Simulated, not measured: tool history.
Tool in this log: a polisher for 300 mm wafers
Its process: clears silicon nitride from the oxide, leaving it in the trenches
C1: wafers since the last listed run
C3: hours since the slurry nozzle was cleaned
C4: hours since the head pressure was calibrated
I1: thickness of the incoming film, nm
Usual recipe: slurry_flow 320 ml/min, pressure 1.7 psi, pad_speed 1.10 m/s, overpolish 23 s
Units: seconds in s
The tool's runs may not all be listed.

{"run": 1, "day": 0.0, "slurry_flow": 320, "pressure": 1.7, "pad_speed": 1.1, "overpolish": 23, "C1": 0, "wafers polished on this pad": 73, "C3": 548.1, "C4": 668.3, "I1": 50.0, "seconds": 117.8}
{"run": 2, "day": 0.4, "slurry_flow": 320, "pressure": 1.7, "pad_speed": 1.1, "overpolish": 23, "C1": 52, "wafers polished on this pad": 125, "C3": 557.7, "C4": 677.9, "I1": 49.7, "seconds": 117.6}
{"run": 3, "day": 0.946, "slurry_flow": 320, "pressure": 1.7, "pad_speed": 1.1, "overpolish": 29, "C1": 70, "wafers polished on this pad": 196, "C3": 570.8, "C4": 691.0, "I1": 51.0, "seconds": 119.4}
{"run": 4, "day": 1.442, "slurry_flow": 320, "pressure": 1.7, "pad_speed": 1.1, "overpolish": 29, "C1": 64, "wafers polished on this pad": 260, "C3": 582.7, "C4": 702.9, "I1": 50.4, "seconds": 120.8}
{"run": 5, "day": 2.121, "slurry_flow": 320, "pressure": 1.7, "pad_speed": 1.1, "overpolish": 29, "C1": 88, "wafers polished on this pad": 348, "C3": 599.0, "C4": 719.2, "I1": 49.4, "seconds": 119.0}
{"run": 6, "day": 2.725, "slurry_flow": 320, "pressure": 1.3, "pad_speed": 1.1, "overpolish": 23, "C1": 78, "wafers polished on this pad": 427, "C3": 613.5, "C4": 733.7, "I1": 49.7, "seconds": 158.3}
{"run": 7, "day": 3.312, "slurry_flow": 320, "pressure": 1.3, "pad_speed": 1.1, "overpolish": 23, "C1": 76, "wafers polished on this pad": 503, "C3": 627.6, "C4": 747.8, "I1": 50.3, "seconds": 160.1}
{"run": 8, "day": 3.812, "slurry_flow": 320, "pressure": 1.3, "pad_speed": 1.1, "overpolish": 23, "C1": 65, "wafers polished on this pad": 568, "C3": 639.6, "C4": 759.8, "I1": 50.5, "seconds": 161.0}
{"run": 9, "day": 4.142, "slurry_flow": 320, "pressure": 1.7, "pad_speed": 1.1, "overpolish": 23, "C1": 42, "wafers polished on this pad": 611, "C3": 647.5, "C4": 767.7, "I1": 49.4, "seconds": 122.2}
{"run": 10, "day": 4.854, "slurry_flow": 255, "pressure": 1.7, "pad_speed": 1.18, "overpolish": 23, "C1": 92, "wafers polished on this pad": 704, "C3": 664.6, "C4": 784.8, "I1": 49.6, "seconds": 120.1}
{"run": 11, "day": 5.475, "slurry_flow": 320, "pressure": 1.7, "pad_speed": 1.1, "overpolish": 23, "C1": 80, "wafers polished on this pad": 785, "C3": 679.5, "C4": 799.7, "I1": 50.3, "seconds": 126.3}
{"day": 5.742, "done": "slurry nozzle cleaned"}
{"run": 12, "day": 6.117, "slurry_flow": 320, "pressure": 1.7, "pad_speed": 1.1, "overpolish": 23, "C1": 78, "wafers polished on this pad": 863, "C3": 9.0, "C4": 815.1, "I1": 50.7, "seconds": 117.6}
{"run": 13, "day": 6.608, "slurry_flow": 320, "pressure": 1.7, "pad_speed": 1.1, "overpolish": 23, "C1": 63, "wafers polished on this pad": 926, "C3": 20.8, "C4": 826.9, "I1": 50.2, "seconds": 117.7}
{"day": 7.05, "done": "head pressure recalibrated"}
{"run": 14, "day": 7.121, "slurry_flow": 320, "pressure": 1.7, "pad_speed": 1.1, "overpolish": 29, "C1": 55, "wafers polished on this pad": 982, "C3": 33.1, "C4": 1.7, "I1": 49.4, "seconds": 116.5}
{"run": 15, "day": 7.429, "slurry_flow": 370, "pressure": 1.2, "pad_speed": 1.24, "overpolish": 30, "C1": 40, "wafers polished on this pad": 1022, "C3": 40.5, "C4": 9.1, "I1": 49.3, "seconds": 143.2}
{"run": 16, "day": 7.683, "slurry_flow": 320, "pressure": 1.7, "pad_speed": 0.8, "overpolish": 23, "C1": 33, "wafers polished on this pad": 1055, "C3": 46.6, "C4": 15.2, "I1": 50.0, "seconds": 159.3}
{"day": 8.338, "done": "worn pad replaced by a new one"}
{"run": 17, "day": 8.9, "slurry_flow": 280, "pressure": 1.4, "pad_speed": 1.34, "overpolish": 23, "C1": 136, "wafers polished on this pad": 72, "C3": 75.8, "C4": 44.4, "I1": 50.2, "seconds": 116.4}
{"run": 18, "day": 9.529, "slurry_flow": 280, "pressure": 1.4, "pad_speed": 1.34, "overpolish": 23, "C1": 81, "wafers polished on this pad": 154, "C3": 90.9, "C4": 59.5, "I1": 50.5, "seconds": 117.7}
{"run": 19, "day": 9.883, "slurry_flow": 320, "pressure": 2.2, "pad_speed": 1.1, "overpolish": 23, "C1": 46, "wafers polished on this pad": 200, "C3": 99.4, "C4": 68.0, "I1": 49.7, "seconds": 87.1}
{"run": 20, "day": 11.179, "slurry_flow": 320, "pressure": 1.7, "pad_speed": 1.1, "overpolish": 35, "C1": 168, "wafers polished on this pad": 369, "C3": 130.5, "C4": 99.1, "I1": 49.7, "seconds": 114.1}
{"run": 21, "day": 11.596, "slurry_flow": 320, "pressure": 1.4, "pad_speed": 0.78, "overpolish": 28, "C1": 54, "wafers polished on this pad": 423, "C3": 140.5, "C4": 109.1, "I1": 49.7, "seconds": 189.2}
{"run": 22, "day": 11.867, "slurry_flow": 425, "pressure": 1.7, "pad_speed": 1.1, "overpolish": 23, "C1": 35, "wafers polished on this pad": 458, "C3": 147.0, "C4": 115.6, "I1": 50.5, "seconds": 113.1}
{"run": 23, "day": 12.571, "slurry_flow": 320, "pressure": 1.9, "pad_speed": 1.1, "overpolish": 32, "C1": 91, "wafers polished on this pad": 550, "C3": 163.9, "C4": 132.5, "I1": 50.4, "seconds": 105.4}
{"run": 24, "day": 13.179, "slurry_flow": 320, "pressure": 1.7, "pad_speed": 1.1, "overpolish": 23, "C1": 79, "wafers polished on this pad": 629, "C3": 178.5, "C4": 147.1, "I1": 49.6, "seconds": 115.5}
{"run": 25, "day": 13.542, "slurry_flow": 225, "pressure": 1.1, "pad_speed": 1.1, "overpolish": 23, "C1": 47, "wafers polished on this pad": 676, "C3": 187.2, "C4": 155.8, "I1": 49.5, "seconds": 187.6}
{"run": 26, "day": 14.279, "slurry_flow": 240, "pressure": 1.7, "pad_speed": 1.1, "overpolish": 13, "C1": 95, "wafers polished on this pad": 772, "C3": 204.9, "C4": 173.5, "I1": 49.8, "seconds": 122.8}

Here are 4 independent what-if runs from the current tool condition. What would each one return?
{"run": "A", "day": 14.296, "slurry_flow": 320, "pressure": 1.7, "pad_speed": 1.1, "overpolish": 23, "C1": 2, "wafers polished on this pad": 774, "C3": 205.3, "C4": 173.9, "I1": 49.5, "seconds": "?"}
{"run": "B", "day": 14.296, "slurry_flow": 320, "pressure": 1.7, "pad_speed": 1.22, "overpolish": 16, "C1": 2, "wafers polished on this pad": 774, "C3": 205.3, "C4": 173.9, "I1": 49.5, "seconds": "?"}
{"run": "C", "day": 14.296, "slurry_flow": 320, "pressure": 1.7, "pad_speed": 1.1, "overpolish": 27, "C1": 2, "wafers polished on this pad": 774, "C3": 205.3, "C4": 173.9, "I1": 49.5, "seconds": "?"}
{"run": "D", "day": 14.296, "slurry_flow": 350, "pressure": 1.7, "pad_speed": 1.1, "overpolish": 23, "C1": 2, "wafers polished on this pad": 774, "C3": 205.3, "C4": 173.9, "I1": 49.5, "seconds": "?"}

run=A seconds=114.8
run=B seconds=104.3
run=C seconds=114.8
run=D seconds=113.7
Had the tool no hidden state, the same runs would have come out as:
run=A seconds=107.4
run=B seconds=97.6
run=C seconds=107.4
run=D seconds=106.5
